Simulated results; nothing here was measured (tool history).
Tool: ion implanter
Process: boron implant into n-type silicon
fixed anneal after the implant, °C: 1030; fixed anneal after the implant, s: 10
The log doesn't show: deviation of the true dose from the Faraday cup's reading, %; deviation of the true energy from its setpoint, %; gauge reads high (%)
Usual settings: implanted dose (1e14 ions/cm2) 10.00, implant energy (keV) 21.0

run	day	implanted dose (1e14 ions/cm2)	implant energy (keV)	wafers since the last listed run	hours since the last dose calibration	hours since the extraction supply was calibrated	hours since the gauge calibration	read-back reference wafer on the same gauge, sheet resistance	sheet resistance of the implanted and annealed layer (ohm/square)
1	0.000	10.00	21.0	0	681.8	6417.9	50.3	98.94	123.58
2	0.554	10.00	21.0	159	695.1	6431.2	63.6	99.04	124.11
3	1.242	10.00	21.0	197	711.6	6447.7	80.1	99.09	124.35
4	1.746	10.00	21.0	144	723.7	6459.8	92.2	99.04	124.17
5	3.350	8.76	21.0	460	762.2	6498.3	130.7	99.05	138.88
6	3.683	10.00	21.0	95	770.2	6506.3	138.7	98.97	124.15
7	4.296	10.00	21.0	175	784.9	6521.0	153.4	99.15	124.85
8	4.900	10.00	21.0	173	799.4	6535.5	167.9	98.98	123.87
9	5.258	8.59	21.0	102	808.0	6544.1	176.5	98.97	142.66
10	5.654	8.59	21.0	113	817.5	6553.6	186.0	99.02	141.62
# day 6.038: extraction supply calibrated
# day 6.579: Faraday cup replaced and dose calibrated
11	6.600	12.89	21.0	80	0.5	13.5	208.7	98.98	97.82
12	6.779	10.00	24.5	51	4.8	17.8	213.0	98.89	118.18
# day 7.354: gauge calibrated
13	7.358	12.39	15.0	166	18.7	31.7	0.1	99.07	105.35
14	8.008	7.81	25.0	186	34.3	47.3	15.7	98.92	146.20
15	8.271	12.15	26.0	75	40.6	53.6	22.0	99.04	100.42
16	8.633	9.12	24.5	104	49.3	62.3	30.7	99.07	128.34
17	9.304	10.00	21.0	192	65.4	78.4	46.8	99.02	120.25
18	9.946	10.00	21.0	184	80.8	93.8	62.2	99.05	120.88
19	10.304	10.00	21.0	102	89.4	102.4	70.8	98.96	121.02
20	10.892	10.00	21.0	168	103.5	116.5	84.9	99.02	121.12
21	11.467	7.90	27.5	165	117.3	130.3	98.7	98.92	144.31

Measured less the same run without the tool's hidden state. The same run-to-run variation is in both; the gauge's scatter may not be:
run	sheet resistance of the implanted and annealed layer (ohm/square)
1	+4.07
2	+4.17
3	+4.27
4	+4.33
5	+5.20
6	+4.60
7	+4.72
8	+4.76
9	+5.67
10	+5.69
11	+0.05
12	+0.09
13	+0.12
14	+0.32
15	+0.23
16	+0.36
17	+0.42
18	+0.51
19	+0.56
20	+0.64
21	+0.86

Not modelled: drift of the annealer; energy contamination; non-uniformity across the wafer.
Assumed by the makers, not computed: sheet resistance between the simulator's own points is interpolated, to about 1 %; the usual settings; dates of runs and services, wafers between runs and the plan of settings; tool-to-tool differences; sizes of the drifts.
